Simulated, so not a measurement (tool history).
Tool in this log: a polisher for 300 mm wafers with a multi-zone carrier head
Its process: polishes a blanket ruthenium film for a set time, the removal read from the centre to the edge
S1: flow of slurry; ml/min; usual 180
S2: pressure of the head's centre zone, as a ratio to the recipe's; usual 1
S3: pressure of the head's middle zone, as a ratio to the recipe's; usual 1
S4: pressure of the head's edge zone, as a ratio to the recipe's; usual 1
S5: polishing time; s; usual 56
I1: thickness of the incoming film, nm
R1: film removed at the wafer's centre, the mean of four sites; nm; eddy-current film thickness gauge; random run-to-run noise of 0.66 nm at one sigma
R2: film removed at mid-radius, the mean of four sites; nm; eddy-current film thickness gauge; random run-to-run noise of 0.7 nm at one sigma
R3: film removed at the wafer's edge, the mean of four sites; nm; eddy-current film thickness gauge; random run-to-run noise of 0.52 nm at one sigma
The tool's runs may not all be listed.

| run | day | S1 | S2 | S3 | S4 | S5 | I1 | R1 | R2 | R3 |
|---|---|---|---|---|---|---|---|---|---|---|
| 1 | 0 | 180 | 0.93 | 1 | 1 | 56 | 630 | 53.8 | 58.5 | 56.8 |
| 2 | 3.642 | 120 | 1 | 1 | 1.12 | 56 | 628 | 52.2 | 54.1 | 55.5 |
| 3 | 7.983 | 215 | 0.92 | 1 | 0.97 | 50 | 627.8 | 47.6 | 52 | 49 |
|  | 9.092 | edge zone pressure recalibrated |
| 4 | 11.896 | 145 | 0.91 | 1 | 1 | 56 | 636.4 | 47.6 | 51.5 | 50.5 |
|  | 12.325 | worn pad replaced by a new one |
| 5 | 15.7 | 180 | 1 | 1 | 1 | 56 | 629.2 | 59.4 | 60.7 | 58.3 |
| 6 | 18.688 | 180 | 1 | 1 | 0.93 | 56 | 625.8 | 59.9 | 60 | 55.6 |
|  | 19.317 | slurry nozzle cleaned |
| 7 | 20.467 | 180 | 1 | 1 | 1 | 56 | 621 | 59.7 | 60.2 | 57.9 |
| 8 | 23.121 | 180 | 1 | 1 | 1 | 56 | 637.4 | 58.9 | 61.7 | 57.2 |
| 9 | 24.917 | 180 | 0.89 | 1.08 | 1.04 | 56 | 632.2 | 53.5 | 63.8 | 58.1 |
|  | 27.092 | centre zone pressure recalibrated |
| 10 | 29.171 | 180 | 1 | 1.09 | 1 | 56 | 638.7 | 56.5 | 63.5 | 56.7 |
| 11 | 33.088 | 180 | 1 | 1 | 1 | 56 | 627.9 | 56 | 57.7 | 56.2 |
| 12 | 35.292 | 120 | 1 | 1 | 0.96 | 56 | 627.2 | 50.2 | 51.3 | 50.8 |
| 13 | 38.3 | 180 | 1 | 1 | 1 | 56 | 641.6 | 54.3 | 55.6 | 53.7 |
| 14 | 40.829 | 180 | 1 | 1 | 1 | 37 | 620.8 | 35.1 | 37 | 35 |
| 15 | 43.838 | 180 | 0.89 | 0.92 | 0.91 | 36 | 632.8 | 31.2 | 31.7 | 32.3 |
|  | 45.071 | worn pad replaced by a new one |
| 16 | 47.883 | 180 | 1 | 1 | 1 | 56 | 622.6 | 61.1 | 61.3 | 58 |
|  | 48.946 | edge zone pressure recalibrated |
|  | 49.421 | carrier head's membrane replaced by a new one |
| 17 | 49.512 | 210 | 1 | 1 | 1 | 56 | 628.1 | 61.1 | 64.2 | 58.6 |
|  | 50.7 | slurry nozzle cleaned |
| 18 | 51.967 | 145 | 1 | 1 | 1 | 56 | 626.6 | 56.8 | 59.3 | 56.6 |
| 19 | 54.646 | 125 | 0.92 | 1 | 0.94 | 56 | 625.6 | 50.7 | 56.5 | 53.4 |
| 20 | 57.733 | 180 | 1 | 1.05 | 0.91 | 56 | 619 | 58.8 | 62.2 | 55 |
|  | 60.588 | centre zone pressure recalibrated |
| 21 | 62.012 | 225 | 0.9 | 1.12 | 0.9 | 56 | 641.4 | 55.9 | 66.6 | 55.4 |
| 22 | 65.983 | 180 | 1.06 | 1.12 | 0.93 | 56 | 629.2 | 59.1 | 63.8 | 53.5 |

4 options for the next run, each taken on its own from the tool as it stands now. Forecast them:
| A | 66 | 180 | 1 | 1 | 1 | 56 | 637.1 | ? | ? | ? |
| B | 66 | 240 | 1 | 1 | 1.04 | 56 | 637.1 | ? | ? | ? |
| C | 66 | 180 | 0.92 | 0.93 | 0.95 | 51 | 637.1 | ? | ? | ? |
| D | 66 | 180 | 1 | 1.08 | 1 | 56 | 637.1 | ? | ? | ? |

| run | R1 | R2 | R3 |
|---|---|---|---|
| A | 55.3 | 57.9 | 56.3 |
| B | 58.1 | 60.5 | 59.2 |
| C | 47 | 49.7 | 50.1 |
| D | 55.4 | 61.9 | 56.2 |
What these runs would have given with no unlogged condition in the tool:
| run | R1 | R2 | R3 |
|---|---|---|---|
| A | 58.8 | 61.6 | 59.8 |
| B | 61.7 | 64.3 | 62.9 |
| C | 49.9 | 52.8 | 53.2 |
| D | 58.8 | 65.7 | 59.8 |

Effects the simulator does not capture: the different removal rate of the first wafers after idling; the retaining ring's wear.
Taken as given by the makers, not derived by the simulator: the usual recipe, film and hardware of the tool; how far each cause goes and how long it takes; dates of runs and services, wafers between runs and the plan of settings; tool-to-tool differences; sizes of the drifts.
